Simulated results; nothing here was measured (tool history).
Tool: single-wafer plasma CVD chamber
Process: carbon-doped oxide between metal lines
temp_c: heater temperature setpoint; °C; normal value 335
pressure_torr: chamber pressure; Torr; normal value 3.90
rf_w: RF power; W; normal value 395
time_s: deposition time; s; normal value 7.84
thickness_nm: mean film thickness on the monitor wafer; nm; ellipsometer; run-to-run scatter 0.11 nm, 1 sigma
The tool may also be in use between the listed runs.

run   hour  temp_c  pressure_torr  rf_w  time_s  wafers since the last listed run  hours since the last thermocouple change  hours since the last RF generator calibration  hours since the last manometer calibration  hours since the showerhead was replaced  hours since the gauge calibration  read-back reference wafer on the same gauge, thickness_nm  thickness_nm
  1    0.0     344           3.90   395    7.84                                 0                                      83.9                                         2447.8                                        35.2                                   2941.7                              321.3                                                     35.696        30.900
  2    7.6     344           3.90   395    7.84                               149                                      91.5                                         2455.4                                        42.8                                   2949.3                              328.9                                                     35.685        30.908
  3   18.2     344           3.90   395    7.84                               207                                     102.1                                         2466.0                                        53.4                                   2959.9                              339.5                                                     35.720        30.897
      28.5  -- RF generator calibrated
  4   29.0     335           3.90   395    7.84                                54                                     112.9                                            0.5                                        64.2                                   2970.7                              350.3                                                     35.719        33.681
  5   63.3     335           3.90   395    7.84                               672                                     147.2                                           34.8                                        98.5                                   3005.0                              384.6                                                     35.691        33.531
  6   77.0     339           4.20   395    7.17                               268                                     160.9                                           48.5                                       112.2                                   3018.7                              398.3                                                     35.703        30.711
  7   90.2     344           3.90   395    7.84                               258                                     174.1                                           61.7                                       125.4                                   3031.9                              411.5                                                     35.721        32.391
  8  101.4     335           3.90   395    7.84                               219                                     185.3                                           72.9                                       136.6                                   3043.1                              422.7                                                     35.684        33.614
  9  114.9     335           3.90   395    7.84                               264                                     198.8                                           86.4                                       150.1                                   3056.6                              436.2                                                     35.719        33.230
 10  128.3     335           3.90   395    7.84                               262                                     212.2                                           99.8                                       163.5                                   3070.0                              449.6                                                     35.713        33.438
 11  138.9     335           3.90   395    7.84                               207                                     222.8                                          110.4                                       174.1                                   3080.6                              460.2                                                     35.695        33.580
 12  154.0     328           3.55   395    7.84                               296                                     237.9                                          125.5                                       189.2                                   3095.7                              475.3                                                     35.711        33.874
 13  161.8     335           3.90   340    7.84                               152                                     245.7                                          133.3                                       197.0                                   3103.5                              483.1                                                     35.703        30.572
 14  175.9     335           3.54   395    7.84                               276                                     259.8                                          147.4                                       211.1                                   3117.6                              497.2                                                     35.705        32.975
 15  190.7     335           3.90   395    7.84                               290                                     274.6                                          162.2                                       225.9                                   3132.4                              512.0                                                     35.712        33.375
 16  206.1     335           3.90   395    6.53                               301                                     290.0                                          177.6                                       241.3                                   3147.8                              527.4                                                     35.694        27.842
 17  220.5     335           3.90   395    7.84                               282                                     304.4                                          192.0                                       255.7                                   3162.2                              541.8                                                     35.699        33.376
 18  230.6     324           3.34   465    7.84                               198                                     314.5                                          202.1                                       265.8                                   3172.3                              551.9                                                     35.674        37.810
     238.0  -- gauge calibrated
 19  245.6     335           3.90   470    6.63                               294                                     329.5                                          217.1                                       280.8                                   3187.3                                7.6                                                     35.698        31.261
     258.3  -- showerhead replaced
 20  298.8     331           3.90   395    7.84                               886                                     382.7                                          270.3                                       334.0                                     40.5                               60.8                                                     35.682        33.606
 21  313.5     346           3.90   395    8.54                               288                                     397.4                                          285.0                                       348.7                                     55.2                               75.5                                                     35.695        34.741
 22  326.0     335           4.63   395    7.84                               245                                     409.9                                          297.5                                       361.2                                     67.7                               88.0                                                     35.680        33.961
 23  341.0     320           3.90   340    8.56                               294                                     424.9                                          312.5                                       376.2                                     82.7                              103.0                                                     35.716        35.068
 24  357.5     321           4.52   395    8.53                               323                                     441.4                                          329.0                                       392.7                                     99.2                              119.5                                                     35.688        38.773
 25  373.7     335           3.90   350    8.42                               317                                     457.6                                          345.2                                       408.9                                    115.4                              135.7                                                     35.731        32.949
 26  384.1     335           3.02   445    9.09                               203                                     468.0                                          355.6                                       419.3                                    125.8                              146.1                                                     35.669        40.256
 27  393.6     335           3.90   395    6.84                               186                                     477.5                                          365.1                                       428.8                                    135.3                              155.6                                                     35.699        28.978
 28  403.3     329           2.97   395    7.84                               190                                     487.2                                          374.8                                       438.5                                    145.0                              165.3                                                     35.715        32.902

Selected run-to-run steps in thickness_nm, each split into two signed amounts: the part the tool would show with no hidden state at all (from settings, incoming material and random variation), and the remainder, which goes to the hidden state together with any gauge scatter not common to the measured and the hidden-state-free results:
What the log doesn't record here: wafer temperature above the value expected at the setpoint (K); delivered RF power above the setpoint (%); true pressure above the setpoint (%); gauge reads high (%).
Run 3 -> 4: temp_c 344 -> 335, RF generator calibrated. thickness_nm +2.784 nm: hidden state +1.751, all else +1.033.
Run 25 -> 26: pressure_torr 3.90 -> 3.02, rf_w 350 -> 445, time_s 8.42 -> 9.09. thickness_nm +7.307 nm: hidden state -0.147, all else +7.454.
Run 26 -> 27: pressure_torr 3.02 -> 3.90, rf_w 445 -> 395, time_s 9.09 -> 6.84. thickness_nm -11.278 nm: hidden state +0.233, all else -11.511.

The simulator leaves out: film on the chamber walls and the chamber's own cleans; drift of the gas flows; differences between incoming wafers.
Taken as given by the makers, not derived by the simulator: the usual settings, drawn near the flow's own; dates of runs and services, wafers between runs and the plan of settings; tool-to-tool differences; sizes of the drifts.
